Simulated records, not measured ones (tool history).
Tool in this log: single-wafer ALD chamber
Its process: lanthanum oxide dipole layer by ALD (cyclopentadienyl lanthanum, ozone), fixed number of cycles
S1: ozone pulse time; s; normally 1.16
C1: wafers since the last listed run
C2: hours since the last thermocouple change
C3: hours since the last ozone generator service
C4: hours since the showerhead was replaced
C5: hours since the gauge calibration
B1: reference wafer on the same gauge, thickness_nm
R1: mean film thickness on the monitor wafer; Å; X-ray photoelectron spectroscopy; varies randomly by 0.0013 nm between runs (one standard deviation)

run    hour    S1    C1     C2      C3      C4      C5     B1    R1
  1     0.0  1.16     0  126.6  1198.3  6405.0  1478.7  0.594  4.96
  2    45.5  0.96   767  172.1  1243.8  6450.5  1524.2  0.594  4.68
  3    73.0  0.96   463  199.6  1271.3  6478.0  1551.7  0.594  4.69
  4   126.3  0.96   898  252.9  1324.6  6531.3  1605.0  0.594  4.70
  5   168.0  1.52   703  294.6  1366.3  6573.0  1646.7  0.594  5.26
  6   230.5  1.26  1053  357.1  1428.8  6635.5  1709.2  0.594  5.04
  7   264.6  1.26   574  391.2  1462.9  6669.6  1743.3  0.594  5.05
  8   291.2  1.26   448  417.8  1489.5  6696.2  1769.9  0.594  5.05
  9   360.3  1.16  1165  486.9  1558.6  6765.3  1839.0  0.594  4.93
      422.3  -- ozone generator serviced
 10   422.8  1.16   918  549.4     0.5  6827.8  1901.5  0.594  5.07
      564.6  -- showerhead replaced
 11   630.4  1.16  3365  757.0   208.1    65.8  2109.1  0.594  5.05
 12   658.3  1.54   470  784.9   236.0    93.7  2137.0  0.593  5.33
 13   700.1  1.04   704  826.7   277.8   135.5  2178.8  0.594  4.90
 14   740.8  1.16   686  867.4   318.5   176.2  2219.5  0.594  5.03
 15   786.8  1.34   775  913.4   364.5   222.2  2265.5  0.594  5.20
      822.3  -- gauge calibrated
      846.1  -- thermocouple changed; heater temperature recalibrated
 16   853.9  1.16   996    7.8   431.6   289.3    31.6  0.594  5.02
 17   920.8  1.60  1127   74.7   498.5   356.2    98.5  0.594  5.33
 18   970.5  0.75   837  124.4   548.2   405.9   148.2  0.594  4.40
 19  1007.8  0.85   628  161.7   585.5   443.2   185.5  0.594  4.59
 20  1076.0  1.44  1149  229.9   653.7   511.4   253.7  0.594  5.25
 21  1103.3  1.16   460  257.2   681.0   538.7   281.0  0.594  5.01
 22  1142.9  1.55   667  296.8   720.6   578.3   320.6  0.594  5.30
 23  1210.4  1.16  1138  364.3   788.1   645.8   388.1  0.594  4.99
 24  1242.3  0.87   537  396.2   820.0   677.7   420.0  0.594  4.57
 25  1309.6  0.79  1134  463.5   887.3   745.0   487.3  0.594  4.41
 26  1373.4  0.70  1075  527.3   951.1   808.8   551.1  0.594  4.21
 27  1443.7  1.16  1185  597.6  1021.4   879.1   621.4  0.594  4.98
 28  1513.0  1.46  1168  666.9  1090.7   948.4   690.7  0.594  5.20
 29  1549.9  1.16   622  703.8  1127.6   985.3   727.6  0.594  4.94
 30  1592.0  1.62   709  745.9  1169.7  1027.4   769.7  0.594  5.32
 31  1646.8  1.02   923  800.7  1224.5  1082.2   824.5  0.594  4.78
 32  1679.4  1.16   549  833.3  1257.1  1114.8   857.1  0.594  4.95
 33  1802.1  1.58  2068  956.0  1379.8  1237.5   979.8  0.594  5.30

Branching from run 33: 5 alternative next runs. What would each branch give?
  A  1802.5  1.16   6  956.4  1380.2  1237.9  980.2   ?   ?
  B  1802.5  1.30   6  956.4  1380.2  1237.9  980.2   ?   ?
  C  1802.5  0.77   6  956.4  1380.2  1237.9  980.2   ?   ?
  D  1802.5  1.49   6  956.4  1380.2  1237.9  980.2   ?   ?
  E  1802.5  0.72   6  956.4  1380.2  1237.9  980.2   ?   ?

run     B1    R1
  A  0.594  4.93
  B  0.594  5.07
  C  0.594  4.32
  D  0.594  5.21
  E  0.594  4.21
Without the tool's unlogged condition, the same runs would have read:
run    R1
  A  5.07
  B  5.19
  C  4.51
  D  5.32
  E  4.41
